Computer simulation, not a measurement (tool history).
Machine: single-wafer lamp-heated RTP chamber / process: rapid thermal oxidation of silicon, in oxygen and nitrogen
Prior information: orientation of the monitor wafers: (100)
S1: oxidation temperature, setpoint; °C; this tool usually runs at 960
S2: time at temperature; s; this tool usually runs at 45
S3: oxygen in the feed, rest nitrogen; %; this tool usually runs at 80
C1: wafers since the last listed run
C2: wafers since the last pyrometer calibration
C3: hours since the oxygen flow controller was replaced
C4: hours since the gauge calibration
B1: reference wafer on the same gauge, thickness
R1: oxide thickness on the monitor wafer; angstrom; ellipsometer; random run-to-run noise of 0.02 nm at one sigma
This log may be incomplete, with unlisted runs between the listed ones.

{"run": 1, "hour": 0.0, "S1": 960, "S2": 45, "S3": 80, "C1": 0, "C2": 2287, "C3": 3981.5, "C4": 872.9, "B1": 4.639, "R1": 40.54}
{"run": 2, "hour": 12.9, "S1": 960, "S2": 45, "S3": 80, "C1": 83, "C2": 2370, "C3": 3994.4, "C4": 885.8, "B1": 4.64, "R1": 40.48}
{"run": 3, "hour": 29.5, "S1": 960, "S2": 45, "S3": 80, "C1": 107, "C2": 2478, "C3": 4011, "C4": 902.4, "B1": 4.636, "R1": 40.25}
{"run": 4, "hour": 56.4, "S1": 960, "S2": 45, "S3": 80, "C1": 174, "C2": 2652, "C3": 4037.9, "C4": 929.3, "B1": 4.64, "R1": 40.64}
{"run": 5, "hour": 87.6, "S1": 960, "S2": 45, "S3": 80, "C1": 202, "C2": 2854, "C3": 4069.1, "C4": 960.5, "B1": 4.639, "R1": 40.77}
{"run": 6, "hour": 121.0, "S1": 960, "S2": 45, "S3": 80, "C1": 216, "C2": 3071, "C3": 4102.5, "C4": 993.9, "B1": 4.639, "R1": 40.66}
{"run": 7, "hour": 156.6, "S1": 960, "S2": 45, "S3": 80, "C1": 230, "C2": 3301, "C3": 4138.1, "C4": 1029.5, "B1": 4.641, "R1": 40.51}
{"run": 8, "hour": 179.6, "S1": 950, "S2": 45, "S3": 80, "C1": 149, "C2": 3450, "C3": 4161.1, "C4": 1052.5, "B1": 4.636, "R1": 38.12}
{"run": 9, "hour": 200.8, "S1": 960, "S2": 45, "S3": 80, "C1": 137, "C2": 3588, "C3": 4182.3, "C4": 1073.7, "B1": 4.646, "R1": 40.86}
{"run": 10, "hour": 229.3, "S1": 960, "S2": 45, "S3": 80, "C1": 184, "C2": 3772, "C3": 4210.8, "C4": 1102.2, "B1": 4.641, "R1": 40.8}
{"run": 11, "hour": 260.1, "S1": 960, "S2": 45, "S3": 72, "C1": 199, "C2": 3972, "C3": 4241.6, "C4": 1133, "B1": 4.643, "R1": 39.85}
{"run": 12, "hour": 286.0, "S1": 960, "S2": 45, "S3": 72, "C1": 167, "C2": 4140, "C3": 4267.5, "C4": 1158.9, "B1": 4.635, "R1": 39.52}
{"run": 13, "hour": 307.5, "S1": 974, "S2": 45, "S3": 80, "C1": 139, "C2": 4279, "C3": 4289, "C4": 1180.4, "B1": 4.641, "R1": 44.5}
{"run": 14, "hour": 412.9, "S1": 974, "S2": 45, "S3": 80, "C1": 683, "C2": 4962, "C3": 4394.4, "C4": 1285.8, "B1": 4.643, "R1": 44.77}
{"run": 15, "hour": 432.8, "S1": 974, "S2": 45, "S3": 80, "C1": 128, "C2": 5091, "C3": 4414.3, "C4": 1305.7, "B1": 4.646, "R1": 44.94}
{"run": 16, "hour": 499.6, "S1": 960, "S2": 45, "S3": 62, "C1": 432, "C2": 5524, "C3": 4481.1, "C4": 1372.5, "B1": 4.636, "R1": 38.16}
{"hour": 501.2, "done": "gauge calibrated"}
{"run": 17, "hour": 530.2, "S1": 960, "S2": 45, "S3": 62, "C1": 198, "C2": 5722, "C3": 4511.7, "C4": 29, "B1": 4.646, "R1": 38.05}
{"run": 18, "hour": 553.2, "S1": 960, "S2": 45, "S3": 62, "C1": 149, "C2": 5871, "C3": 4534.7, "C4": 52, "B1": 4.645, "R1": 38.18}
{"run": 19, "hour": 585.9, "S1": 939, "S2": 64, "S3": 71, "C1": 211, "C2": 6083, "C3": 4567.4, "C4": 84.7, "B1": 4.638, "R1": 39.57}
{"run": 20, "hour": 680.8, "S1": 960, "S2": 45, "S3": 80, "C1": 614, "C2": 6698, "C3": 4662.3, "C4": 179.6, "B1": 4.636, "R1": 41.24}
{"run": 21, "hour": 715.6, "S1": 960, "S2": 45, "S3": 80, "C1": 225, "C2": 6924, "C3": 4697.1, "C4": 214.4, "B1": 4.639, "R1": 41.01}
{"run": 22, "hour": 737.3, "S1": 960, "S2": 45, "S3": 80, "C1": 140, "C2": 7064, "C3": 4718.8, "C4": 236.1, "B1": 4.637, "R1": 41.12}
{"run": 23, "hour": 785.0, "S1": 960, "S2": 45, "S3": 80, "C1": 309, "C2": 7374, "C3": 4766.5, "C4": 283.8, "B1": 4.642, "R1": 41.04}
{"run": 24, "hour": 806.3, "S1": 990, "S2": 45, "S3": 98, "C1": 138, "C2": 7512, "C3": 4787.8, "C4": 305.1, "B1": 4.634, "R1": 54.16}
{"run": 25, "hour": 820.0, "S1": 960, "S2": 45, "S3": 61, "C1": 88, "C2": 7600, "C3": 4801.5, "C4": 318.8, "B1": 4.636, "R1": 38.15}
{"hour": 850.1, "done": "oxygen flow controller replaced"}
{"run": 26, "hour": 872.4, "S1": 960, "S2": 32, "S3": 62, "C1": 287, "C2": 7888, "C3": 22.3, "C4": 371.2, "B1": 4.641, "R1": 34.35}
{"hour": 894.3, "done": "pyrometer window cleaned and pyrometer calibrated"}
{"run": 27, "hour": 898.9, "S1": 960, "S2": 45, "S3": 80, "C1": 119, "C2": 29, "C3": 48.8, "C4": 397.7, "B1": 4.638, "R1": 40.71}
{"run": 28, "hour": 919.9, "S1": 960, "S2": 45, "S3": 80, "C1": 136, "C2": 165, "C3": 69.8, "C4": 418.7, "B1": 4.646, "R1": 40.9}
{"run": 29, "hour": 954.1, "S1": 960, "S2": 45, "S3": 72, "C1": 221, "C2": 387, "C3": 104, "C4": 452.9, "B1": 4.633, "R1": 39.61}
{"run": 30, "hour": 983.5, "S1": 978, "S2": 39, "S3": 88, "C1": 190, "C2": 577, "C3": 133.4, "C4": 482.3, "B1": 4.639, "R1": 44.64}
{"run": 31, "hour": 995.9, "S1": 960, "S2": 45, "S3": 93, "C1": 80, "C2": 658, "C3": 145.8, "C4": 494.7, "B1": 4.639, "R1": 42.61}
{"run": 32, "hour": 1015.9, "S1": 960, "S2": 53, "S3": 98, "C1": 129, "C2": 787, "C3": 165.8, "C4": 514.7, "B1": 4.636, "R1": 46.38}
{"run": 33, "hour": 1042.9, "S1": 971, "S2": 45, "S3": 80, "C1": 174, "C2": 962, "C3": 192.8, "C4": 541.7, "B1": 4.638, "R1": 44.12}
{"run": 34, "hour": 1074.3, "S1": 960, "S2": 51, "S3": 98, "C1": 203, "C2": 1166, "C3": 224.2, "C4": 573.1, "B1": 4.645, "R1": 45.62}
{"run": 35, "hour": 1096.4, "S1": 952, "S2": 61, "S3": 98, "C1": 143, "C2": 1309, "C3": 246.3, "C4": 595.2, "B1": 4.635, "R1": 46.36}
{"run": 36, "hour": 1111.8, "S1": 960, "S2": 25, "S3": 80, "C1": 99, "C2": 1409, "C3": 261.7, "C4": 610.6, "B1": 4.638, "R1": 33.25}
{"run": 37, "hour": 1138.6, "S1": 939, "S2": 64, "S3": 71, "C1": 173, "C2": 1582, "C3": 288.5, "C4": 637.4, "B1": 4.643, "R1": 39.28}
{"run": 38, "hour": 1165.3, "S1": 972, "S2": 45, "S3": 55, "C1": 173, "C2": 1755, "C3": 315.2, "C4": 664.1, "B1": 4.629, "R1": 39.28}

Run-by-run hidden state of the tool:
deviation of the oxygen flow from its setpoint, %: 0, the same for each run
gauge reads high (%): 0, the same for each run
H1: true wafer temperature minus pyrometer reading, K
run=1 H1=0.404
run=2 H1=0.428
run=3 H1=0.461
run=4 H1=0.517
run=5 H1=0.586
run=6 H1=0.666
run=7 H1=0.758
run=8 H1=0.821
run=9 H1=0.881
run=10 H1=0.966
run=11 H1=1.06
run=12 H1=1.15
run=13 H1=1.22
run=14 H1=1.61
run=15 H1=1.7
run=16 H1=1.98
run=17 H1=2.12
run=18 H1=2.23
run=19 H1=2.39
run=20 H1=2.88
run=21 H1=3.07
run=22 H1=3.19
run=23 H1=3.47
run=24 H1=3.6
run=25 H1=3.68
run=26 H1=4.01
run=27 H1=0.826
run=28 H1=0.827
run=29 H1=0.835
run=30 H1=0.847
run=31 H1=0.853
run=32 H1=0.864
run=33 H1=0.884
run=34 H1=0.911
run=35 H1=0.933
run=36 H1=0.95
run=37 H1=0.982
run=38 H1=1.02
